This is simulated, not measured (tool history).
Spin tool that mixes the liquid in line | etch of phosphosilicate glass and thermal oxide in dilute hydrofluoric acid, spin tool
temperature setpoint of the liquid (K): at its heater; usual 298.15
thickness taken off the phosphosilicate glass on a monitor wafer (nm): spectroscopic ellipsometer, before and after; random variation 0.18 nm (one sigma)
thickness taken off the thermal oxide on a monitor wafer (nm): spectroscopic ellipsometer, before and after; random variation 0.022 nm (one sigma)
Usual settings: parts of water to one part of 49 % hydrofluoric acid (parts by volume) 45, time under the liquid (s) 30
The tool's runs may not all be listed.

| run | day | temperature setpoint of the liquid (K) | parts of water to one part of 49 % hydrofluoric acid (parts by volume) | time under the liquid (s) | wafers since the last listed run | hours since the thermometer was replaced | hours since the hydrofluoric acid flow meter was replaced | hours since the gauge calibration | read-back film thickness of the phosphosilicate glass reference wafer, read on the same gauge (nm) | read-back film thickness of the thermal oxide reference wafer, read on the same gauge (nm) | thickness taken off the phosphosilicate glass on a monitor wafer (nm) | thickness taken off the thermal oxide on a monitor wafer (nm) |
|---|---|---|---|---|---|---|---|---|---|---|---|---|
| 1 | 0.000 | 295.65 | 45 | 20 | 0 | 245.9 | 1133.1 | 24.4 | 150.01 | 129.998 | 31.86 | 1.903 |
| 2 | 2.988 | 298.15 | 60 | 30 | 963 | 317.6 | 1204.8 | 96.1 | 149.98 | 130.004 | 38.88 | 2.323 |
| 3 | 4.783 | 298.15 | 60 | 30 | 579 | 360.7 | 1247.9 | 139.2 | 150.02 | 130.052 | 39.17 | 2.315 |
| 4 | 10.058 | 298.15 | 30 | 30 | 1701 | 487.3 | 1374.5 | 265.8 | 150.02 | 130.016 | 82.31 | 4.925 |
| 5 | 11.575 | 298.15 | 30 | 30 | 489 | 523.7 | 1410.9 | 302.2 | 150.01 | 129.994 | 81.90 | 4.871 |
| 6 | 15.788 | 297.15 | 45 | 30 | 1359 | 624.8 | 1512.0 | 403.3 | 149.99 | 129.994 | 51.71 | 3.105 |
| 7 | 19.238 | 298.15 | 45 | 30 | 1113 | 707.6 | 1594.8 | 486.1 | 149.95 | 129.980 | 54.02 | 3.255 |
| 8 | 23.054 | 298.15 | 45 | 15 | 1231 | 799.2 | 1686.4 | 577.7 | 150.00 | 129.994 | 27.07 | 1.623 |
| 9 | 25.812 | 297.15 | 40 | 30 | 889 | 865.4 | 1752.6 | 643.9 | 149.97 | 129.979 | 59.46 | 3.541 |
| 10 | 29.983 | 297.15 | 40 | 30 | 1345 | 965.5 | 1852.7 | 744.0 | 150.01 | 130.030 | 59.13 | 3.519 |
| 11 | 38.383 | 298.15 | 30 | 15 | 2710 | 1167.1 | 2054.3 | 945.6 | 150.01 | 129.987 | 42.53 | 2.526 |
| 12 | 41.958 | 295.15 | 40 | 15 | 1153 | 1252.9 | 2140.1 | 1031.4 | 150.01 | 129.982 | 27.80 | 1.658 |
|  | 43.225 | hydrofluoric acid flow meter replaced |
| 13 | 46.283 | 293.65 | 65 | 40 | 1381 | 1356.7 | 73.4 | 1135.2 | 149.94 | 129.988 | 39.81 | 2.415 |
|  | 46.350 | thermometer replaced |
| 14 | 49.875 | 300.65 | 25 | 25 | 1145 | 84.6 | 159.6 | 1221.4 | 150.03 | 130.006 | 87.81 | 5.257 |
| 15 | 53.925 | 298.15 | 45 | 30 | 1306 | 181.8 | 256.8 | 1318.6 | 150.05 | 130.007 | 51.56 | 3.088 |
|  | 57.183 | gauge calibrated |
| 16 | 57.517 | 296.15 | 35 | 40 | 1158 | 268.0 | 343.0 | 8.0 | 150.01 | 130.031 | 82.48 | 4.971 |
| 17 | 61.754 | 298.15 | 45 | 20 | 1367 | 369.7 | 444.7 | 109.7 | 149.96 | 130.038 | 34.80 | 2.076 |
| 18 | 64.746 | 298.15 | 35 | 15 | 965 | 441.5 | 516.5 | 181.5 | 149.96 | 130.052 | 34.14 | 2.023 |
| 19 | 69.100 | 298.15 | 45 | 30 | 1404 | 546.0 | 621.0 | 286.0 | 149.95 | 129.983 | 52.55 | 3.140 |
| 20 | 71.754 | 296.65 | 35 | 30 | 856 | 609.7 | 684.7 | 349.7 | 150.00 | 130.025 | 64.56 | 3.840 |

How the hidden state differs across the entries between the runs, from the last listed run before each to the first after it:
Between runs 12 and 13: hydrofluoric acid flow meter replaced (day 43.225)
  liquid hotter than its thermometer reads (K): 1.03 -> 1.11; hydrofluoric acid flow above the setpoint (%): 4.32 -> 0.333
  measured less the result without the state, thickness taken off the phosphosilicate glass on a monitor wafer (nm): +2.33 -> +1.93; thickness taken off the thermal oxide on a monitor wafer (nm): +0.139 -> +0.117
Between runs 13 and 14: thermometer replaced (day 46.350)
  liquid hotter than its thermometer reads (K): 1.11 -> 0.091; hydrofluoric acid flow above the setpoint (%): 0.333 -> 0.488
  measured less the result without the state, thickness taken off the phosphosilicate glass on a monitor wafer (nm): +1.93 -> +0.76; thickness taken off the thermal oxide on a monitor wafer (nm): +0.117 -> +0.046
Between runs 15 and 16: gauge calibrated (day 57.183)
  liquid hotter than its thermometer reads (K): 0.164 -> 0.229; hydrofluoric acid flow above the setpoint (%): 0.662 -> 0.816
  measured less the result without the state, thickness taken off the phosphosilicate glass on a monitor wafer (nm): +0.70 -> +1.47; thickness taken off the thermal oxide on a monitor wafer (nm): +0.042 -> +0.089
